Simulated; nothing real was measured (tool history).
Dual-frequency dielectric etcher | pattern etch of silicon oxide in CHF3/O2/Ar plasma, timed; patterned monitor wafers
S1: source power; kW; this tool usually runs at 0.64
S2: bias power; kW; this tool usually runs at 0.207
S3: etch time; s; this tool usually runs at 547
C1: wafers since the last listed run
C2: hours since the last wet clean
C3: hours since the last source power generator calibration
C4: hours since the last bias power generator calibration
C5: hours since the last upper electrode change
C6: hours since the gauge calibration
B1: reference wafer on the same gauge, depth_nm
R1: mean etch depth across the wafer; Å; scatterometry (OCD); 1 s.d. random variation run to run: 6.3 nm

{"run": 1, "day": 0.0, "S1": 0.64, "S2": 0.207, "S3": 547, "C1": 0, "C2": 509.6, "C3": 3111.8, "C4": 1899.3, "C5": 4689, "C6": 707, "B1": 1100.2, "R1": 11721}
{"day": 1.967, "done": "wet clean of the chamber"}
{"run": 2, "day": 1.988, "S1": 0.64, "S2": 0.207, "S3": 547, "C1": 51, "C2": 0.5, "C3": 3159.5, "C4": 1947, "C5": 4736.7, "C6": 754.7, "B1": 1099.7, "R1": 11706}
{"run": 3, "day": 3.133, "S1": 0.64, "S2": 0.207, "S3": 547, "C1": 59, "C2": 28, "C3": 3187, "C4": 1974.5, "C5": 4764.2, "C6": 782.2, "B1": 1099.3, "R1": 11661}
{"run": 4, "day": 4.742, "S1": 0.64, "S2": 0.207, "S3": 547, "C1": 83, "C2": 66.6, "C3": 3225.6, "C4": 2013.1, "C5": 4802.8, "C6": 820.8, "B1": 1099.8, "R1": 11630}
{"run": 5, "day": 6.933, "S1": 0.64, "S2": 0.207, "S3": 547, "C1": 113, "C2": 119.2, "C3": 3278.2, "C4": 2065.7, "C5": 4855.4, "C6": 873.4, "B1": 1100.3, "R1": 11614}
{"run": 6, "day": 8.992, "S1": 0.64, "S2": 0.207, "S3": 547, "C1": 106, "C2": 168.6, "C3": 3327.6, "C4": 2115.1, "C5": 4904.8, "C6": 922.8, "B1": 1099.6, "R1": 11784}
{"run": 7, "day": 12.85, "S1": 0.64, "S2": 0.207, "S3": 663.5, "C1": 200, "C2": 261.2, "C3": 3420.2, "C4": 2207.7, "C5": 4997.4, "C6": 1015.4, "B1": 1101.6, "R1": 14246}
{"run": 8, "day": 14.738, "S1": 0.6, "S2": 0.207, "S3": 547, "C1": 97, "C2": 306.5, "C3": 3465.5, "C4": 2253, "C5": 5042.7, "C6": 1060.7, "B1": 1100.2, "R1": 11368}
{"run": 9, "day": 17.754, "S1": 0.6, "S2": 0.207, "S3": 547, "C1": 156, "C2": 378.9, "C3": 3537.9, "C4": 2325.4, "C5": 5115.1, "C6": 1133.1, "B1": 1099.6, "R1": 11297}
{"run": 10, "day": 21.392, "S1": 0.64, "S2": 0.207, "S3": 547, "C1": 188, "C2": 466.2, "C3": 3625.2, "C4": 2412.7, "C5": 5202.4, "C6": 1220.4, "B1": 1102, "R1": 11680}
{"run": 11, "day": 24.229, "S1": 0.64, "S2": 0.207, "S3": 547, "C1": 147, "C2": 534.3, "C3": 3693.3, "C4": 2480.8, "C5": 5270.5, "C6": 1288.5, "B1": 1101.2, "R1": 11678}
{"day": 25.262, "done": "wet clean of the chamber"}
{"run": 12, "day": 26.492, "S1": 0.64, "S2": 0.207, "S3": 547, "C1": 65, "C2": 29.5, "C3": 3747.6, "C4": 2535.1, "C5": 5324.8, "C6": 1342.8, "B1": 1100.5, "R1": 11684}
{"day": 26.721, "done": "gauge calibrated"}
{"run": 13, "day": 29.6, "S1": 0.56, "S2": 0.207, "S3": 547, "C1": 161, "C2": 104.1, "C3": 3822.2, "C4": 2609.7, "C5": 5399.4, "C6": 69.1, "B1": 1100.8, "R1": 10776}
{"run": 14, "day": 31.517, "S1": 0.64, "S2": 0.207, "S3": 547, "C1": 99, "C2": 150.1, "C3": 3868.2, "C4": 2655.7, "C5": 5445.4, "C6": 115.1, "B1": 1100.3, "R1": 11662}
{"run": 15, "day": 34.425, "S1": 0.52, "S2": 0.192, "S3": 434, "C1": 150, "C2": 219.9, "C3": 3938, "C4": 2725.5, "C5": 5515.2, "C6": 184.9, "B1": 1099.8, "R1": 7961}
{"day": 36.671, "done": "upper electrode replaced"}
{"run": 16, "day": 37.088, "S1": 0.55, "S2": 0.25, "S3": 429, "C1": 86, "C2": 283.8, "C3": 4001.9, "C4": 2789.4, "C5": 10, "C6": 248.8, "B1": 1101.7, "R1": 8997}
{"run": 17, "day": 38.946, "S1": 0.64, "S2": 0.235, "S3": 709.5, "C1": 96, "C2": 328.4, "C3": 4046.5, "C4": 2834, "C5": 54.6, "C6": 293.4, "B1": 1098.9, "R1": 15839}
{"day": 45.533, "done": "bias power generator calibrated"}
{"run": 18, "day": 46.629, "S1": 0.58, "S2": 0.207, "S3": 425.5, "C1": 390, "C2": 512.8, "C3": 4230.9, "C4": 26.3, "C5": 239, "C6": 477.8, "B1": 1100.5, "R1": 8512}
{"day": 47.908, "done": "wet clean of the chamber"}
{"run": 19, "day": 49.388, "S1": 0.68, "S2": 0.207, "S3": 598, "C1": 91, "C2": 35.5, "C3": 4297.1, "C4": 92.5, "C5": 305.2, "C6": 544, "B1": 1099.7, "R1": 13224}
{"run": 20, "day": 51.812, "S1": 0.5, "S2": 0.188, "S3": 474.5, "C1": 125, "C2": 93.7, "C3": 4355.3, "C4": 150.7, "C5": 363.4, "C6": 602.2, "B1": 1099.7, "R1": 8448}
{"day": 52.658, "done": "source power generator calibrated"}
{"run": 21, "day": 55.05, "S1": 0.64, "S2": 0.207, "S3": 547, "C1": 159, "C2": 171.4, "C3": 57.4, "C4": 228.4, "C5": 441.1, "C6": 679.9, "B1": 1100.5, "R1": 11642}
{"run": 22, "day": 58.688, "S1": 0.59, "S2": 0.232, "S3": 396.5, "C1": 188, "C2": 258.7, "C3": 144.7, "C4": 315.7, "C5": 528.4, "C6": 767.2, "B1": 1098.5, "R1": 8437}
{"run": 23, "day": 60.483, "S1": 0.68, "S2": 0.207, "S3": 389, "C1": 93, "C2": 301.8, "C3": 187.8, "C4": 358.8, "C5": 571.5, "C6": 810.3, "B1": 1099, "R1": 8522}
{"run": 24, "day": 63.796, "S1": 0.64, "S2": 0.207, "S3": 429.5, "C1": 171, "C2": 381.3, "C3": 267.3, "C4": 438.3, "C5": 651, "C6": 889.8, "B1": 1100, "R1": 9216}
{"run": 25, "day": 67.746, "S1": 0.64, "S2": 0.207, "S3": 547, "C1": 205, "C2": 476.1, "C3": 362.1, "C4": 533.1, "C5": 745.8, "C6": 984.6, "B1": 1099.7, "R1": 11551}
{"run": 26, "day": 70.971, "S1": 0.64, "S2": 0.207, "S3": 547, "C1": 167, "C2": 553.5, "C3": 439.5, "C4": 610.5, "C5": 823.2, "C6": 1062, "B1": 1099.3, "R1": 11694}
{"day": 72.467, "done": "wet clean of the chamber"}
{"run": 27, "day": 74.662, "S1": 0.64, "S2": 0.207, "S3": 547, "C1": 139, "C2": 52.7, "C3": 528.1, "C4": 699.1, "C5": 911.8, "C6": 1150.6, "B1": 1100.9, "R1": 11633}
{"run": 28, "day": 78.946, "S1": 0.52, "S2": 0.224, "S3": 588, "C1": 222, "C2": 155.5, "C3": 630.9, "C4": 801.9, "C5": 1014.6, "C6": 1253.4, "B1": 1100.6, "R1": 11492}

Branching from run 28: 5 alternative next runs. What would each branch give?
{"run": "A", "day": 78.971, "S1": 0.7, "S2": 0.207, "S3": 547, "C1": 1, "C2": 156.1, "C3": 631.5, "C4": 802.5, "C5": 1015.2, "C6": 1254, "B1": "?", "R1": "?"}
{"run": "B", "day": 78.971, "S1": 0.59, "S2": 0.177, "S3": 449, "C1": 1, "C2": 156.1, "C3": 631.5, "C4": 802.5, "C5": 1015.2, "C6": 1254, "B1": "?", "R1": "?"}
{"run": "C", "day": 78.971, "S1": 0.64, "S2": 0.184, "S3": 547, "C1": 1, "C2": 156.1, "C3": 631.5, "C4": 802.5, "C5": 1015.2, "C6": 1254, "B1": "?", "R1": "?"}
{"run": "D", "day": 78.971, "S1": 0.64, "S2": 0.176, "S3": 598.5, "C1": 1, "C2": 156.1, "C3": 631.5, "C4": 802.5, "C5": 1015.2, "C6": 1254, "B1": "?", "R1": "?"}
{"run": "E", "day": 78.971, "S1": 0.64, "S2": 0.207, "S3": 602, "C1": 1, "C2": 156.1, "C3": 631.5, "C4": 802.5, "C5": 1015.2, "C6": 1254, "B1": "?", "R1": "?"}

run=A B1=1100.2 R1=12163
run=B B1=1100.2 R1=8586
run=C B1=1100.2 R1=11101
run=D B1=1100.2 R1=11948
run=E B1=1100.2 R1=12765
Had the tool no hidden state, the same runs would have come out as:
run=A R1=12163
run=B R1=8586
run=C R1=11101
run=D R1=11948
run=E R1=12765
